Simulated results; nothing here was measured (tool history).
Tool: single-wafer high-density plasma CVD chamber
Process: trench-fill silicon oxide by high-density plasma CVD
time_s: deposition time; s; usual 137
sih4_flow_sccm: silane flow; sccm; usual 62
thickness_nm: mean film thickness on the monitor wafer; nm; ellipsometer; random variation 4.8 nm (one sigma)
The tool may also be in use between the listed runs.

| run | hour | time_s | sih4_flow_sccm | read-back reference wafer on the same gauge, thickness_nm | thickness_nm |
|---|---|---|---|---|---|
| 1 | 0.0 | 137 | 54 | 675.407 | 711.471 |
| 2 | 74.3 | 137 | 54 | 675.381 | 719.793 |
| 3 | 181.1 | 137 | 62 | 676.456 | 834.382 |
| 4 | 414.1 | 137 | 62 | 675.542 | 823.850 |
| 5 | 512.5 | 137 | 62 | 675.489 | 821.092 |
| 6 | 588.1 | 137 | 62 | 675.245 | 823.963 |
| 7 | 675.9 | 137 | 62 | 676.761 | 814.852 |
| 8 | 742.2 | 120 | 62 | 676.173 | 715.539 |
| 9 | 796.0 | 120 | 62 | 676.000 | 714.727 |
| 10 | 862.1 | 120 | 62 | 676.838 | 715.535 |
| 11 | 954.3 | 137 | 62 | 675.886 | 803.194 |
| 12 | 1012.0 | 137 | 62 | 676.115 | 810.850 |
| 13 | 1062.5 | 137 | 62 | 676.210 | 816.747 |
| 14 | 1141.6 | 137 | 62 | 674.388 | 819.107 |
| 15 | 1262.0 | 137 | 62 | 675.992 | 822.514 |
| 16 | 1338.0 | 137 | 62 | 676.432 | 818.511 |
| 17 | 1427.1 | 137 | 62 | 675.602 | 816.546 |
| 18 | 1515.4 | 137 | 62 | 675.778 | 823.602 |
| 19 | 1581.7 | 122 | 66 | 676.660 | 773.382 |
| 20 | 1657.8 | 153 | 62 | 675.372 | 899.145 |
| 21 | 1825.8 | 137 | 62 | 675.574 | 810.785 |
| 22 | 1862.7 | 137 | 71 | 675.875 | 927.715 |
| 23 | 1936.3 | 137 | 62 | 675.724 | 838.134 |
| 24 | 2255.0 | 126 | 62 | 677.234 | 754.811 |
| 25 | 2351.0 | 127 | 74 | 676.304 | 905.080 |
| 26 | 2403.9 | 156 | 73 | 676.181 | 1105.797 |
| 27 | 2479.5 | 164 | 69 | 675.081 | 1091.126 |
| 28 | 2539.5 | 154 | 56 | 674.012 | 832.021 |
| 29 | 2614.6 | 157 | 62 | 675.420 | 931.409 |
| 30 | 2655.4 | 137 | 51 | 677.183 | 671.899 |
| 31 | 2703.4 | 156 | 73 | 675.863 | 1102.609 |
| 32 | 2805.4 | 158 | 52 | 675.516 | 798.144 |
| 33 | 2881.6 | 145 | 62 | 675.953 | 859.575 |
| 34 | 2936.4 | 123 | 68 | 675.412 | 809.093 |
| 35 | 2980.7 | 137 | 62 | 676.313 | 811.575 |
| 36 | 3052.4 | 137 | 62 | 675.893 | 812.895 |
| 37 | 3123.3 | 137 | 62 | 676.967 | 814.527 |
| 38 | 3178.6 | 127 | 56 | 676.934 | 676.535 |

Taken out of this log: 2 entries between the listed runs. Where each belongs, and how the hidden state differs across it:
Between runs 13 and 14: gauge calibrated (hour 1122.8)
  delivered silane flow above the setpoint (%): -3 -> -3.04
  measured less the result without the state, thickness_nm: -25.255 -> -25.716 nm
Between runs 22 and 23: silane flow controller replaced (hour 1907.1)
  delivered silane flow above the setpoint (%): -3.29 -> -0.168
  measured less the result without the state, thickness_nm: -31.547 -> -1.410 nm
